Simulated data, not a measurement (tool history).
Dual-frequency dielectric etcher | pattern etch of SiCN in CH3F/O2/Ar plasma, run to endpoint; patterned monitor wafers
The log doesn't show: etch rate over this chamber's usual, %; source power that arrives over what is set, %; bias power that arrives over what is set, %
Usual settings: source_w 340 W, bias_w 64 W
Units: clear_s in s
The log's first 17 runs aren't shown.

run,day,source_w,bias_w,wafers since the last listed run,hours since the last wet clean,hours since the last source power generator calibration,hours since the last bias power generator calibration,hours since the last upper electrode change,"incoming incoming film thickness, nm",clear_s
# day 44.346: bias power generator calibrated
18,47.292,340,54,1317,553.0,537.9,70.7,2936.1,5.93,17.6
# day 51.246: wet clean of the chamber
19,51.567,340,64,1379,7.7,640.5,173.3,3038.7,5.93,16.4
20,54.554,340,59,1258,79.4,712.2,245.0,3110.4,5.82,16.4
# day 56.196: upper electrode replaced
21,57.271,280,72,722,144.6,777.4,310.2,25.8,5.82,16.1
22,61.567,340,56,1809,247.7,880.5,413.3,128.9,5.85,16.9
23,63.788,400,64,935,301.0,933.8,466.6,182.2,5.92,15.6
24,67.629,380,64,1617,393.2,1026.0,558.8,274.4,5.87,15.7
25,69.350,380,54,724,434.5,1067.3,600.1,315.7,5.88,17.0
26,72.821,340,53,1461,517.8,1150.6,683.4,399.0,5.89,17.7
27,75.792,340,76,1251,589.1,1221.9,754.7,470.3,5.89,15.1
# day 78.346: wet clean of the chamber
28,78.367,340,64,663,0.5,1283.7,816.5,532.1,5.96,16.5
29,81.354,320,55,1258,72.2,1355.4,888.2,603.8,5.88,17.2
30,84.712,320,79,1414,152.8,1436.0,968.8,684.4,5.86,14.9
31,88.500,260,80,1595,243.7,1526.9,1059.7,775.3,5.93,15.7
32,90.150,360,64,694,283.3,1566.5,1099.3,814.9,5.95,16.1
33,92.008,340,64,782,327.9,1611.1,1143.9,859.5,5.91,16.2
34,94.200,280,64,923,380.5,1663.7,1196.5,912.1,5.89,17.0
35,97.546,370,72,1409,460.8,1744.0,1276.8,992.4,5.84,14.9

Forecast each of these 4 alternatives for the next run:
A,97.562,290,64,7,461.2,1744.4,1277.2,992.8,5.91,?
B,97.562,260,71,7,461.2,1744.4,1277.2,992.8,5.91,?
C,97.562,280,71,7,461.2,1744.4,1277.2,992.8,5.91,?
D,97.562,310,71,7,461.2,1744.4,1277.2,992.8,5.91,?

run,clear_s
A,16.9
B,16.5
C,16.3
D,15.9
Without the tool's hidden state the same runs would have given:
run,clear_s
A,16.9
B,16.5
C,16.3
D,15.9
